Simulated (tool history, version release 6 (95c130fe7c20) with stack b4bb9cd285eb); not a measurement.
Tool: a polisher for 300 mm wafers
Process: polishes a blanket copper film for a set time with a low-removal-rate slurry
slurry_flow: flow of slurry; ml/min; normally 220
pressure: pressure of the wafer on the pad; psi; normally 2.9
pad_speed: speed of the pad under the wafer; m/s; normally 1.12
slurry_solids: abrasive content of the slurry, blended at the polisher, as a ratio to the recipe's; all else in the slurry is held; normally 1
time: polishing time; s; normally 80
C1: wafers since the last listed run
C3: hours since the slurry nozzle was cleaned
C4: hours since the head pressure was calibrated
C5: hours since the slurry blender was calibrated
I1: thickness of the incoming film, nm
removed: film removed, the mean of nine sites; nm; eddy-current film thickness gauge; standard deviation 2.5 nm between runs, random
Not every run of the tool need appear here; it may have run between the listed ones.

{"run": 1, "hour": 0.0, "slurry_flow": 220, "pressure": 2.9, "pad_speed": 1.12, "slurry_solids": 1, "time": 80, "C1": 0, "wafers polished on this pad": 1566, "C3": 70.6, "C4": 899.5, "C5": 263.8, "I1": 1041.7, "removed": 257.2}
{"hour": 48.7, "done": "head pressure recalibrated"}
{"run": 2, "hour": 85.6, "slurry_flow": 220, "pressure": 2.9, "pad_speed": 1.12, "slurry_solids": 1, "time": 80, "C1": 1098, "wafers polished on this pad": 2665, "C3": 156.2, "C4": 36.9, "C5": 349.4, "I1": 1046.9, "removed": 235.4}
{"hour": 139.9, "done": "worn pad replaced by a new one"}
{"run": 3, "hour": 140.5, "slurry_flow": 220, "pressure": 2.9, "pad_speed": 1.12, "slurry_solids": 1, "time": 80, "C1": 669, "wafers polished on this pad": 7, "C3": 211.1, "C4": 91.8, "C5": 404.3, "I1": 1044.4, "removed": 230.9}
{"hour": 151.0, "done": "slurry blender recalibrated"}
{"run": 4, "hour": 222.4, "slurry_flow": 220, "pressure": 2.9, "pad_speed": 1.12, "slurry_solids": 1, "time": 80, "C1": 1050, "wafers polished on this pad": 1057, "C3": 293, "C4": 173.7, "C5": 71.4, "I1": 1040.2, "removed": 231.5}
{"run": 5, "hour": 308.0, "slurry_flow": 220, "pressure": 2.9, "pad_speed": 1.12, "slurry_solids": 1.15, "time": 80, "C1": 1125, "wafers polished on this pad": 2183, "C3": 378.6, "C4": 259.3, "C5": 157, "I1": 1067.7, "removed": 236.9}
{"hour": 393.5, "done": "slurry nozzle cleaned"}
{"run": 6, "hour": 396.8, "slurry_flow": 220, "pressure": 2.9, "pad_speed": 1.12, "slurry_solids": 1, "time": 80, "C1": 1154, "wafers polished on this pad": 3337, "C3": 3.3, "C4": 348.1, "C5": 245.8, "I1": 1047.8, "removed": 235}
{"hour": 421.7, "done": "worn pad replaced by a new one"}
{"run": 7, "hour": 477.9, "slurry_flow": 220, "pressure": 2.9, "pad_speed": 1.12, "slurry_solids": 1, "time": 80, "C1": 1013, "wafers polished on this pad": 739, "C3": 84.4, "C4": 429.2, "C5": 326.9, "I1": 1061.6, "removed": 238.5}
{"run": 8, "hour": 537.2, "slurry_flow": 220, "pressure": 2.9, "pad_speed": 1.12, "slurry_solids": 1, "time": 80, "C1": 779, "wafers polished on this pad": 1518, "C3": 143.7, "C4": 488.5, "C5": 386.2, "I1": 1036.1, "removed": 241.1}
{"hour": 550.5, "done": "slurry blender recalibrated"}
{"run": 9, "hour": 622.5, "slurry_flow": 220, "pressure": 2.9, "pad_speed": 1.12, "slurry_solids": 1, "time": 80, "C1": 1094, "wafers polished on this pad": 2613, "C3": 229, "C4": 573.8, "C5": 72, "I1": 1051.5, "removed": 239}
{"run": 10, "hour": 666.4, "slurry_flow": 220, "pressure": 2.1, "pad_speed": 1.12, "slurry_solids": 1, "time": 80, "C1": 577, "wafers polished on this pad": 3190, "C3": 272.9, "C4": 617.7, "C5": 115.9, "I1": 1051.1, "removed": 179.4}
{"hour": 694.6, "done": "worn pad replaced by a new one"}
{"run": 11, "hour": 759.7, "slurry_flow": 220, "pressure": 2.9, "pad_speed": 1.12, "slurry_solids": 1, "time": 80, "C1": 1173, "wafers polished on this pad": 855, "C3": 366.2, "C4": 711, "C5": 209.2, "I1": 1043, "removed": 252.6}
{"run": 12, "hour": 808.3, "slurry_flow": 270, "pressure": 2.9, "pad_speed": 1.12, "slurry_solids": 1.2, "time": 80, "C1": 638, "wafers polished on this pad": 1494, "C3": 414.8, "C4": 759.6, "C5": 257.8, "I1": 1053.7, "removed": 259.2}

Run 13 is up next; what results do you expect?
{"run": 13, "hour": 893.1, "slurry_flow": 220, "pressure": 2.9, "pad_speed": 1.12, "slurry_solids": 1, "time": 80, "C1": 1114, "wafers polished on this pad": 2609, "C3": 499.6, "C4": 844.4, "C5": 342.6, "I1": 1047.8, "removed": "?"}

{"run 13": {"removed": 249.3}}
With the hidden condition absent and the run-to-run variation left alone, this run would have shown removed 227.4 nm.
